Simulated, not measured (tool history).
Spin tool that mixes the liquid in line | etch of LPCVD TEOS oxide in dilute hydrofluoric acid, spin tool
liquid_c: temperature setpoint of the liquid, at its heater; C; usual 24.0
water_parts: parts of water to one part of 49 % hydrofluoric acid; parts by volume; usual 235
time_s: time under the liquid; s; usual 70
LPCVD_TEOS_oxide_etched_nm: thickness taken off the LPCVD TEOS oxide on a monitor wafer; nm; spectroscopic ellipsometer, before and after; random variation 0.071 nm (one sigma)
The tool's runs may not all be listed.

run,hour,liquid_c,water_parts,time_s,wafers since the last listed run,hours since the thermometer was replaced,hours since the hydrofluoric acid flow meter was replaced,hours since the gauge calibration,"read-back film thickness of the LPCVD TEOS oxide reference wafer, read on the same gauge (nm)",LPCVD_TEOS_oxide_etched_nm
1,0.0,24.0,310,40,0,1015.9,1395.7,9.8,130.01,4.04
2,37.1,24.0,235,70,605,1053.0,1432.8,46.9,130.00,10.25
3,87.8,24.0,235,70,827,1103.7,1483.5,97.6,129.98,10.28
4,262.5,24.0,235,70,2851,1278.4,1658.2,272.3,129.96,10.32
5,293.4,21.0,235,70,504,1309.3,1689.1,303.2,130.01,9.18
6,321.6,21.0,235,70,460,1337.5,1717.3,331.4,130.01,9.24
7,360.5,21.0,235,70,634,1376.4,1756.2,370.3,130.01,9.38
8,393.1,22.0,235,50,532,1409.0,1788.8,402.9,130.01,6.98
9,431.5,24.0,335,70,626,1447.4,1827.2,441.3,130.02,6.65
# hour 437.5: gauge calibrated
# hour 486.1: thermometer replaced
# hour 486.6: hydrofluoric acid flow meter replaced
10,497.1,19.0,235,50,1044,11.0,10.5,59.6,130.00,5.74
11,548.9,26.0,335,45,845,62.8,62.3,111.4,129.98,4.26
12,585.3,24.0,235,70,594,99.2,98.7,147.8,130.00,9.80
13,626.4,28.5,235,50,670,140.3,139.8,188.9,129.97,8.27
14,650.5,28.5,235,50,393,164.4,163.9,213.0,129.97,8.15
15,677.8,26.0,235,70,445,191.7,191.2,240.3,129.97,10.64

Forecast each of these 4 alternatives for the next run:
A,678.2,19.5,235,70,6,192.1,191.6,240.7,?,?
B,678.2,21.5,235,40,6,192.1,191.6,240.7,?,?
C,678.2,21.0,150,70,6,192.1,191.6,240.7,?,?
D,678.2,25.5,180,100,6,192.1,191.6,240.7,?,?

run,"read-back film thickness of the LPCVD TEOS oxide reference wafer, read on the same gauge (nm)",LPCVD_TEOS_oxide_etched_nm
A,130.03,8.33
B,130.03,5.13
C,130.03,15.06
D,130.03,20.56
Without the tool's hidden state the same runs would have given:
run,LPCVD_TEOS_oxide_etched_nm
A,8.15
B,5.02
C,14.74
D,20.15

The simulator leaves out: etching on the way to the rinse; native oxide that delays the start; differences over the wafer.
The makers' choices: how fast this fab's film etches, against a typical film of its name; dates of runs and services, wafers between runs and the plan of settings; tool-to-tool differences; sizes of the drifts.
